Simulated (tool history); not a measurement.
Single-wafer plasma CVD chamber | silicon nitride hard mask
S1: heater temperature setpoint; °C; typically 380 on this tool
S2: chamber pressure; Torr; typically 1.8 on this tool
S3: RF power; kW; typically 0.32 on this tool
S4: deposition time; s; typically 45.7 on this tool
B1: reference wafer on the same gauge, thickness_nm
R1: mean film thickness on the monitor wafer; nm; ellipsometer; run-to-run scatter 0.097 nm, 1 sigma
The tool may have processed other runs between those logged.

Run 1, day 0: usual settings; B1 42.711. Result: R1 48.431 nm.
Run 2, day 1.096: usual settings; B1 42.701. Result: R1 48.413 nm.
Run 3, day 2.379: usual settings; B1 42.698. Result: R1 48.472 nm.
Run 4, day 3.296: usual settings but S4 50.3 s; B1 42.692. Result: R1 53.271 nm.
Run 5, day 3.992: usual settings but S4 50.3 s; B1 42.676. Result: R1 53.393 nm.
Run 6, day 4.879: usual settings but S3 0.36 kW, S4 49.4 s; B1 42.696. Result: R1 55.722 nm.
Run 7, day 5.429: usual settings; B1 42.695. Result: R1 48.425 nm.
Run 8, day 6.312: usual settings; B1 42.699. Result: R1 48.551 nm.
At day 7.304: thermocouple changed; heater temperature recalibrated.
Run 9, day 7.358: usual settings; B1 42.695. Result: R1 48.415 nm.
At day 7.729: capacitance manometer re-zeroed and calibrated.
Run 10, day 8.683: usual settings; B1 42.696. Result: R1 48.326 nm.
Run 11, day 9.729: usual settings; B1 42.71. Result: R1 48.503 nm.
At day 10.438: RF generator calibrated.
Run 12, day 11.112: usual settings; B1 42.71. Result: R1 50.974 nm.
Run 13, day 11.925: usual settings but S1 375 °C; B1 42.691. Result: R1 51.12 nm.
Run 14, day 13.354: usual settings but S1 386 °C, S2 1.38 Torr, S3 0.28 kW; B1 42.707. Result: R1 43.72 nm.
At day 14.183: gauge calibrated.
At day 14.425: showerhead replaced.
Run 15, day 14.771: usual settings but S1 375 °C, S3 0.34 kW; B1 42.693. Result: R1 52.537 nm.
Run 16, day 15.408: usual settings; B1 42.7. Result: R1 50.769 nm.
Run 17, day 16.108: usual settings but S1 373 °C, S2 1.92 Torr, S4 40 s; B1 42.698. Result: R1 45.379 nm.
Run 18, day 17.554: usual settings but S1 368 °C, S3 0.34 kW; B1 42.679. Result: R1 52.748 nm.
Run 19, day 18.483: usual settings but S1 391 °C, S3 0.355 kW; B1 42.699. Result: R1 53.208 nm.
Run 20, day 19.517: usual settings but S1 366 °C, S2 1.57 Torr, S3 0.35 kW, S4 41.2 s; B1 42.698. Result: R1 46.589 nm.

Estimate the outcome of run 21 from the log above:
Run 21, day 20.575: usual settings but S3 0.36 kW, S4 49.4 s; B1 ?. Result: R1 ?.

For run 21 the tool returned B1 42.698, R1 58.232 nm.
If the tool had no hidden condition, the same run with the same run-to-run variation would have returned R1 58.513 nm.
